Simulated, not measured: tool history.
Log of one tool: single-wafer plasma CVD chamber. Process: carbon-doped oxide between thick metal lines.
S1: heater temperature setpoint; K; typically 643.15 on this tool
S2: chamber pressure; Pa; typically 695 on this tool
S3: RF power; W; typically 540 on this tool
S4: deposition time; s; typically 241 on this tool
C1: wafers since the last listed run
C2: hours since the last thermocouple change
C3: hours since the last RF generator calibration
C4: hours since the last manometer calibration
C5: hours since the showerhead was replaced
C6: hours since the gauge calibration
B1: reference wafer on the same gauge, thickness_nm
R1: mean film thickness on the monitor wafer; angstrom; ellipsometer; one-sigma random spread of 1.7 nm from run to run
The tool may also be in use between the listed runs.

| run | day | S1 | S2 | S3 | S4 | C1 | C2 | C3 | C4 | C5 | C6 | B1 | R1 |
|---|---|---|---|---|---|---|---|---|---|---|---|---|---|
| 1 | 0.000 | 640.15 | 695 | 540 | 241 | 0 | 1093.2 | 1551.7 | 2462.5 | 6861.1 | 95.6 | 1020.255 | 11136.93 |
| 2 | 0.729 | 640.15 | 695 | 540 | 241 | 81 | 1110.7 | 1569.2 | 2480.0 | 6878.6 | 113.1 | 1019.864 | 11154.53 |
| 3 | 1.083 | 640.15 | 695 | 540 | 241 | 39 | 1119.2 | 1577.7 | 2488.5 | 6887.1 | 121.6 | 1020.155 | 11145.59 |
| 4 | 1.546 | 643.15 | 695 | 540 | 241 | 51 | 1130.3 | 1588.8 | 2499.6 | 6898.2 | 132.7 | 1020.379 | 11076.44 |
| 5 | 1.954 | 643.15 | 695 | 540 | 241 | 45 | 1140.1 | 1598.6 | 2509.4 | 6908.0 | 142.5 | 1020.093 | 11063.70 |
| 6 | 2.675 | 650.15 | 695 | 540 | 241 | 80 | 1157.4 | 1615.9 | 2526.7 | 6925.3 | 159.8 | 1019.750 | 10936.68 |
| 7 | 3.050 | 650.15 | 695 | 540 | 241 | 41 | 1166.4 | 1624.9 | 2535.7 | 6934.3 | 168.8 | 1019.789 | 10921.51 |
| 8 | 4.158 | 650.15 | 695 | 540 | 241 | 124 | 1193.0 | 1651.5 | 2562.3 | 6960.9 | 195.4 | 1020.063 | 10898.12 |
| 9 | 4.600 | 643.15 | 695 | 500 | 241 | 49 | 1203.6 | 1662.1 | 2572.9 | 6971.5 | 206.0 | 1019.965 | 10550.93 |
| 10 | 5.279 | 643.15 | 695 | 500 | 241 | 76 | 1219.9 | 1678.4 | 2589.2 | 6987.8 | 222.3 | 1020.016 | 10587.20 |
| 11 | 5.750 | 652.15 | 695 | 540 | 218 | 52 | 1231.2 | 1689.7 | 2600.5 | 6999.1 | 233.6 | 1020.042 | 9828.46 |
| 12 | 6.358 | 643.15 | 695 | 540 | 241 | 68 | 1245.8 | 1704.3 | 2615.1 | 7013.7 | 248.2 | 1019.889 | 11056.01 |
|  | 7.112 | showerhead replaced |
| 13 | 7.133 | 643.15 | 837 | 605 | 211 | 49 | 1264.4 | 1722.9 | 2633.7 | 0.5 | 266.8 | 1019.938 | 10597.12 |
| 14 | 7.408 | 643.15 | 695 | 540 | 241 | 30 | 1271.0 | 1729.5 | 2640.3 | 7.1 | 273.4 | 1020.032 | 11017.05 |
|  | 7.754 | RF generator calibrated |
|  | 7.842 | capacitance manometer re-zeroed and calibrated |
|  | 8.167 | thermocouple changed; heater temperature recalibrated |
| 15 | 8.188 | 643.15 | 695 | 505 | 195 | 4 | 0.5 | 10.4 | 8.3 | 25.8 | 292.1 | 1019.586 | 9026.57 |
|  | 8.262 | gauge calibrated |
| 16 | 8.358 | 629.15 | 765 | 540 | 255 | 19 | 4.6 | 14.5 | 12.4 | 29.9 | 2.3 | 1020.061 | 12771.90 |
| 17 | 9.012 | 643.15 | 695 | 540 | 284 | 73 | 20.3 | 30.2 | 28.1 | 45.6 | 18.0 | 1019.752 | 13598.90 |
| 18 | 9.696 | 643.15 | 695 | 540 | 241 | 76 | 36.7 | 46.6 | 44.5 | 62.0 | 34.4 | 1019.819 | 11527.40 |
| 19 | 10.258 | 643.15 | 695 | 540 | 241 | 62 | 50.2 | 60.1 | 58.0 | 75.5 | 47.9 | 1020.097 | 11487.81 |
| 20 | 10.833 | 636.15 | 597 | 615 | 205 | 64 | 64.0 | 73.9 | 71.8 | 89.3 | 61.7 | 1019.720 | 10310.21 |
| 21 | 11.429 | 643.15 | 695 | 540 | 205 | 66 | 78.3 | 88.2 | 86.1 | 103.6 | 76.0 | 1019.943 | 9797.64 |

Forecast each of these 3 alternatives for the next run:
| A | 11.450 | 643.15 | 695 | 540 | 255 | 2 | 78.8 | 88.7 | 86.6 | 104.1 | 76.5 | ? | ? |
| B | 11.450 | 635.15 | 855 | 505 | 241 | 2 | 78.8 | 88.7 | 86.6 | 104.1 | 76.5 | ? | ? |
| C | 11.450 | 643.15 | 533 | 490 | 213 | 2 | 78.8 | 88.7 | 86.6 | 104.1 | 76.5 | ? | ? |

| run | B1 | R1 |
|---|---|---|
| A | 1020.086 | 12170.58 |
| B | 1020.086 | 11637.77 |
| C | 1020.086 | 9103.39 |
Had the tool no hidden state, the same runs would have come out as:
| run | R1 |
|---|---|
| A | 12252.34 |
| B | 11715.96 |
| C | 9165.89 |

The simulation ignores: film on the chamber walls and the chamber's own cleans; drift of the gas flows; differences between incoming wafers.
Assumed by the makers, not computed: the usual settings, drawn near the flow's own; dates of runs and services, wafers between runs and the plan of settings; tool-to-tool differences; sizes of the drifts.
